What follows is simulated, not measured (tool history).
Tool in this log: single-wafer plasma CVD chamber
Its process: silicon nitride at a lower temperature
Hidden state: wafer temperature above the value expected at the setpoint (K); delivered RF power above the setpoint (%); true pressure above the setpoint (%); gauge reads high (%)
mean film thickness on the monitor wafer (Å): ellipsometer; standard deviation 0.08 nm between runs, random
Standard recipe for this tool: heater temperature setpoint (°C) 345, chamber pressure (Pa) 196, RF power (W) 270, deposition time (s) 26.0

run	hour	heater temperature setpoint (°C)	chamber pressure (Pa)	RF power (W)	deposition time (s)	wafers since the last listed run	hours since the last thermocouple change	hours since the last RF generator calibration	hours since the last manometer calibration	hours since the showerhead was replaced	hours since the gauge calibration	read-back reference wafer on the same gauge, thickness_nm	mean film thickness on the monitor wafer (Å)
1	0.0	345	196	270	26.0	0	177.8	202.5	1401.4	31.7	1552.8	25.759	292.98
2	46.5	345	196	270	26.0	762	224.3	249.0	1447.9	78.2	1599.3	25.820	293.27
3	99.2	345	196	270	26.0	864	277.0	301.7	1500.6	130.9	1652.0	25.782	292.83
4	169.1	345	196	270	26.0	1146	346.9	371.6	1570.5	200.8	1721.9	25.784	293.43
# hour 239.1: capacitance manometer re-zeroed and calibrated
5	359.3	345	196	270	26.0	2989	537.1	561.8	120.2	391.0	1912.1	25.802	297.56
6	404.7	345	196	270	26.0	744	582.5	607.2	165.6	436.4	1957.5	25.788	296.49
7	480.7	345	196	270	26.0	1246	658.5	683.2	241.6	512.4	2033.5	25.810	296.90
8	581.7	345	196	270	26.0	1656	759.5	784.2	342.6	613.4	2134.5	25.787	299.10
9	627.6	345	196	295	30.4	753	805.4	830.1	388.5	659.3	2180.4	25.799	360.26
10	673.3	345	155	270	23.3	749	851.1	875.8	434.2	705.0	2226.1	25.816	244.33
11	721.5	345	156	270	23.7	790	899.3	924.0	482.4	753.2	2274.3	25.791	248.63
12	794.5	345	223	270	22.5	1197	972.3	997.0	555.4	826.2	2347.3	25.754	271.03
13	880.6	356	196	235	28.4	1412	1058.4	1083.1	641.5	912.3	2433.4	25.820	308.02
# hour 941.3: gauge calibrated
14	958.9	345	196	270	26.0	1284	1136.7	1161.4	719.8	990.6	17.6	25.790	299.05
# hour 998.6: capacitance manometer re-zeroed and calibrated, repeated, since the last time left the tool worse
15	1058.9	335	215	225	21.1	1509	1236.7	1261.4	60.3	1090.6	117.6	25.769	226.11
# hour 1138.2: thermocouple changed; heater temperature recalibrated
16	1165.4	345	152	270	26.0	1615	27.2	1367.9	166.8	1197.1	224.1	25.841	261.15
17	1206.6	332	153	270	29.0	675	68.4	1409.1	208.0	1238.3	265.3	25.812	293.09
18	1277.2	345	196	270	26.0	1158	139.0	1479.7	278.6	1308.9	335.9	25.794	289.43
19	1380.1	345	196	270	26.0	1688	241.9	1582.6	381.5	1411.8	438.8	25.805	288.21
20	1442.6	345	196	305	23.4	1025	304.4	1645.1	444.0	1474.3	501.3	25.798	274.81
21	1526.1	345	153	270	26.0	1369	387.9	1728.6	527.5	1557.8	584.8	25.807	261.73
22	1564.7	349	171	315	30.4	633	426.5	1767.2	566.1	1596.4	623.4	25.813	342.55
23	1659.6	345	231	270	22.0	1556	521.4	1862.1	661.0	1691.3	718.3	25.789	258.87
24	1739.5	355	163	245	22.3	1310	601.3	1942.0	740.9	1771.2	798.2	25.778	221.99
25	1777.0	345	196	290	26.0	615	638.8	1979.5	778.4	1808.7	835.7	25.808	300.06
26	1853.9	360	224	295	27.5	1261	715.7	2056.4	855.3	1885.6	912.6	25.772	331.36
# hour 2016.7: RF generator calibrated
27	2131.9	345	180	270	26.0	4429	993.7	115.2	1133.3	2163.6	1190.6	25.809	281.66
28	2234.0	345	196	270	26.0	1675	1095.8	217.3	1235.4	2265.7	1292.7	25.812	291.17
29	2298.4	345	196	270	26.0	1056	1160.2	281.7	1299.8	2330.1	1357.1	25.799	292.59

Some steps in mean film thickness on the monitor wafer (Å), run to run, broken into two amounts with sign: the step expected even without the hidden condition (settings, incoming material, random variation), and the rest, left for the hidden condition together with whatever gauge scatter is not in both the measured and the hidden-condition-free result:
Run 4 -> 5: capacitance manometer re-zeroed and calibrated. mean film thickness on the monitor wafer (Å) +4.13: hidden state +3.79, all else +0.34.
Run 9 -> 10: chamber pressure (Pa) 196 -> 155, RF power (W) 295 -> 270, deposition time (s) 30.4 -> 23.3. mean film thickness on the monitor wafer (Å) -115.93: hidden state -2.92, all else -113.01.
Run 14 -> 15: heater temperature setpoint (°C) 345 -> 335, chamber pressure (Pa) 196 -> 215, RF power (W) 270 -> 225, deposition time (s) 26.0 -> 21.1, capacitance manometer re-zeroed and calibrated, repeated, since the last time left the tool worse. mean film thickness on the monitor wafer (Å) -72.94: hidden state -10.64, all else -62.30.
Run 22 -> 23: heater temperature setpoint (°C) 349 -> 345, chamber pressure (Pa) 171 -> 231, RF power (W) 315 -> 270, deposition time (s) 30.4 -> 22.0. mean film thickness on the monitor wafer (Å) -83.68: hidden state -0.18, all else -83.50.
